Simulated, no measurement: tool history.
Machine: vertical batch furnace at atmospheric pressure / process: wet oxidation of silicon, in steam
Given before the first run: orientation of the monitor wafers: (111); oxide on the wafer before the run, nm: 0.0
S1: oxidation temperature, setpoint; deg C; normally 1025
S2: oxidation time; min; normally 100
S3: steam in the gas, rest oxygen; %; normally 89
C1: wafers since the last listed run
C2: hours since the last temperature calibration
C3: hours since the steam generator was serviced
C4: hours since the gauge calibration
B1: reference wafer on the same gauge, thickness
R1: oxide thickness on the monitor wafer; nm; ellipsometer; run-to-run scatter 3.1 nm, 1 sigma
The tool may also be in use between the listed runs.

run,hour,S1,S2,S3,C1,C2,C3,C4,B1,R1
1,0,1025,100,89,0,324.6,2267,1057.9,663.62,676.25
2,60.5,1011,100,89,476,385.1,2327.5,1118.4,662.91,634.14
3,101.2,1025,100,89,320,425.8,2368.2,1159.1,664.26,681.31
4,201.8,1025,100,89,791,526.4,2468.8,1259.7,661.88,679.22
5,290.1,1025,100,89,695,614.7,2557.1,1348,661.32,675.79
6,337.4,1025,100,89,372,662,2604.4,1395.3,660.6,676.35
7,403.5,1025,100,89,520,728.1,2670.5,1461.4,659.05,677.07
8,481.5,1039,100,89,614,806.1,2748.5,1539.4,658.5,719.77
9,563.6,1039,100,89,646,888.2,2830.6,1621.5,656.78,717.82
10,602.4,1025,100,89,305,927,2869.4,1660.3,655.98,671.68
11,672.6,1025,100,89,552,997.2,2939.6,1730.5,656.14,674.59
# hour 755: steam generator serviced
12,771.5,1025,100,89,589,1096.1,16.5,1829.4,653.83,672.94
13,858.2,1025,114,89,682,1182.8,103.2,1916.1,653.86,719.32
14,950.2,1025,114,89,724,1274.8,195.2,2008.1,652.91,718.36
15,992.8,1025,78,89,335,1317.4,237.8,2050.7,653.36,579.02
16,1097,1025,78,89,820,1421.6,342,2154.9,651.7,581.59
17,1150.6,1025,100,89,421,1475.2,395.6,2208.5,649.45,667.38
18,1204.1,1006,149,81,421,1528.7,449.1,2262,649.38,727.98
19,1267.6,1038,100,89,499,1592.2,512.6,2325.5,649.05,704.69
# hour 1459.1: gauge calibrated
20,1470.5,1025,100,84,1597,1795.1,715.5,11.4,677.82,666.79
21,1556.2,1047,100,97,674,1880.8,801.2,97.1,676.71,791.67
22,1626.1,1038,100,89,550,1950.7,871.1,167,676.81,730.61
23,1665.4,1025,100,89,309,1990,910.4,206.3,676.78,689.56
24,1736.3,1025,119,81,558,2060.9,981.3,277.2,674.47,724.09
25,1786.8,1036,76.5,96,397,2111.4,1031.8,327.7,673.86,655.21
26,1857.3,1048,100,89,554,2181.9,1102.3,398.2,673.21,758.44
27,1909.1,1044,100,89,407,2233.7,1154.1,450,673.33,750.78
28,1951.1,1025,78,89,330,2275.7,1196.1,492,672.5,594.71

What will run 29 give?
# hour 2150: thermocouples replaced and temperature profile calibrated
29,2150.5,1025,100,89,1380,0.5,1395.5,691.4,?,?

For run 29 the tool returned B1 670.44, R1 693.62 nm.
Take away the tool's hidden state, keep the run-to-run variation as it was, and the same run would have given R1 701.95 nm.
